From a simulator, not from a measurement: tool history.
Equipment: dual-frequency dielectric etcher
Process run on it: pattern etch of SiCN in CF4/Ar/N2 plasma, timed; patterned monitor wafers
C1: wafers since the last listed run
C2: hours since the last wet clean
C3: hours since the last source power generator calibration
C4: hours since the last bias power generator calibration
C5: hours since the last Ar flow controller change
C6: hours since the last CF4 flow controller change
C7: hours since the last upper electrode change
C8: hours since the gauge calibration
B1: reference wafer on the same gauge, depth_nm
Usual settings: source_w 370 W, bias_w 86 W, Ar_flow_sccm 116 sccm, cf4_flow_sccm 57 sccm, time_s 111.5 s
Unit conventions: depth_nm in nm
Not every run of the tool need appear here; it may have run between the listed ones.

Run 1, hour 0.0: usual settings but cf4_flow_sccm 62 sccm; C1 0; C2 414.7; C3 1662.3; C4 2042.4; C5 1357.3; C6 3021.1; C7 4154.8; C8 516.3; B1 69.6. Result: depth_nm 83.6 nm.
Run 2, hour 53.2: usual settings but time_s 129.5 s; C1 563; C2 467.9; C3 1715.5; C4 2095.6; C5 1410.5; C6 3074.3; C7 4208.0; C8 569.5; B1 69.5. Result: depth_nm 96.5 nm.
At hour 104.7: wet clean of the chamber.
Run 3, hour 105.2: usual settings; C1 296; C2 0.5; C3 1767.5; C4 2147.6; C5 1462.5; C6 3126.3; C7 4260.0; C8 621.5; B1 69.6. Result: depth_nm 83.0 nm.
Run 4, hour 145.2: usual settings but source_w 330 W; C1 424; C2 40.5; C3 1807.5; C4 2187.6; C5 1502.5; C6 3166.3; C7 4300.0; C8 661.5; B1 69.6. Result: depth_nm 73.2 nm.
At hour 162.2: gauge calibrated.
Run 5, hour 181.6: usual settings but source_w 330 W; C1 385; C2 76.9; C3 1843.9; C4 2224.0; C5 1538.9; C6 3202.7; C7 4336.4; C8 19.4; B1 69.6. Result: depth_nm 73.4 nm.
Run 6, hour 253.2: usual settings; C1 759; C2 148.5; C3 1915.5; C4 2295.6; C5 1610.5; C6 3274.3; C7 4408.0; C8 91.0; B1 69.7. Result: depth_nm 82.7 nm.
Run 7, hour 281.6: usual settings; C1 301; C2 176.9; C3 1943.9; C4 2324.0; C5 1638.9; C6 3302.7; C7 4436.4; C8 119.4; B1 69.6. Result: depth_nm 82.8 nm.
At hour 298.5: Ar flow controller replaced.
Run 8, hour 347.5: usual settings; C1 635; C2 242.8; C3 2009.8; C4 2389.9; C5 49.0; C6 3368.6; C7 4502.3; C8 185.3; B1 69.6. Result: depth_nm 82.8 nm.
At hour 360.0: source power generator calibrated.
Run 9, hour 380.8: usual settings; C1 310; C2 276.1; C3 20.8; C4 2423.2; C5 82.3; C6 3401.9; C7 4535.6; C8 218.6; B1 69.6. Result: depth_nm 86.7 nm.
Run 10, hour 447.8: usual settings but cf4_flow_sccm 66 sccm; C1 710; C2 343.1; C3 87.8; C4 2490.2; C5 149.3; C6 3468.9; C7 4602.6; C8 285.6; B1 69.6. Result: depth_nm 88.3 nm.
At hour 487.9: upper electrode replaced.
Run 11, hour 488.4: usual settings but source_w 330 W; C1 175; C2 383.7; C3 128.4; C4 2530.8; C5 189.9; C6 3509.5; C7 0.5; C8 326.2; B1 69.6. Result: depth_nm 76.1 nm.
At hour 534.7: bias power generator calibrated.
Run 12, hour 548.2: usual settings but source_w 400 W, bias_w 66 W, cf4_flow_sccm 44 sccm, time_s 143.5 s; C1 591; C2 443.5; C3 188.2; C4 13.5; C5 249.7; C6 3569.3; C7 60.3; C8 386.0; B1 69.6. Result: depth_nm 107.1 nm.
At hour 592.3: CF4 flow controller replaced.
Run 13, hour 610.4: usual settings; C1 595; C2 505.7; C3 250.4; C4 75.7; C5 311.9; C6 18.1; C7 122.5; C8 448.2; B1 69.6. Result: depth_nm 85.9 nm.
At hour 640.3: wet clean of the chamber.
Run 14, hour 640.8: usual settings but bias_w 68 W, time_s 121.0 s; C1 67; C2 0.5; C3 280.8; C4 106.1; C5 342.3; C6 48.5; C7 152.9; C8 478.6; B1 69.6. Result: depth_nm 87.4 nm.
Run 15, hour 681.3: usual settings but bias_w 75 W, cf4_flow_sccm 51 sccm; C1 429; C2 41.0; C3 321.3; C4 146.6; C5 382.8; C6 89.0; C7 193.4; C8 519.1; B1 69.6. Result: depth_nm 80.6 nm.
Run 16, hour 727.3: usual settings but Ar_flow_sccm 89 sccm; C1 487; C2 87.0; C3 367.3; C4 192.6; C5 428.8; C6 135.0; C7 239.4; C8 565.1; B1 69.6. Result: depth_nm 88.1 nm.
Run 17, hour 770.4: usual settings but source_w 400 W, Ar_flow_sccm 125 sccm, cf4_flow_sccm 48 sccm, time_s 100.5 s; C1 456; C2 130.1; C3 410.4; C4 235.7; C5 471.9; C6 178.1; C7 282.5; C8 608.2; B1 69.6. Result: depth_nm 80.2 nm.
Run 18, hour 804.1: usual settings but source_w 430 W, bias_w 76 W, Ar_flow_sccm 125 sccm, time_s 137.0 s; C1 357; C2 163.8; C3 444.1; C4 269.4; C5 505.6; C6 211.8; C7 316.2; C8 641.9; B1 69.6. Result: depth_nm 116.8 nm.
Run 19, hour 863.5: usual settings but source_w 400 W, bias_w 69 W, time_s 82.5 s; C1 629; C2 223.2; C3 503.5; C4 328.8; C5 565.0; C6 271.2; C7 375.6; C8 701.3; B1 69.6. Result: depth_nm 64.2 nm.
At hour 875.1: gauge calibrated.
Run 20, hour 913.9: usual settings but Ar_flow_sccm 131 sccm; C1 534; C2 273.6; C3 553.9; C4 379.2; C5 615.4; C6 321.6; C7 426.0; C8 38.8; B1 69.6. Result: depth_nm 83.5 nm.

5 ways to go on from here, each from the tool as it stands after run 20. What would each give?
Run A, hour 914.3: usual settings; C1 4; C2 274.0; C3 554.3; C4 379.6; C5 615.8; C6 322.0; C7 426.4; C8 39.2; B1 ?. Result: depth_nm ?.
Run B, hour 914.3: usual settings but cf4_flow_sccm 46 sccm; C1 4; C2 274.0; C3 554.3; C4 379.6; C5 615.8; C6 322.0; C7 426.4; C8 39.2; B1 ?. Result: depth_nm ?.
Run C, hour 914.3: usual settings but bias_w 65 W, Ar_flow_sccm 88 sccm, time_s 100.0 s; C1 4; C2 274.0; C3 554.3; C4 379.6; C5 615.8; C6 322.0; C7 426.4; C8 39.2; B1 ?. Result: depth_nm ?.
Run D, hour 914.3: usual settings but source_w 300 W, Ar_flow_sccm 138 sccm; C1 4; C2 274.0; C3 554.3; C4 379.6; C5 615.8; C6 322.0; C7 426.4; C8 39.2; B1 ?. Result: depth_nm ?.
Run E, hour 914.3: usual settings but source_w 400 W, Ar_flow_sccm 125 sccm; C1 4; C2 274.0; C3 554.3; C4 379.6; C5 615.8; C6 322.0; C7 426.4; C8 39.2; B1 ?. Result: depth_nm ?.

run    B1  depth_nm
  A  69.6      84.6
  B  69.6      82.1
  C  69.6      73.3
  D  69.6      66.2
  E  69.6      90.8
With the hidden condition removed and each run's random variation left untouched, the same runs would have given:
run  depth_nm
  A      86.7
  B      84.0
  C      75.1
  D      67.8
  E      93.0
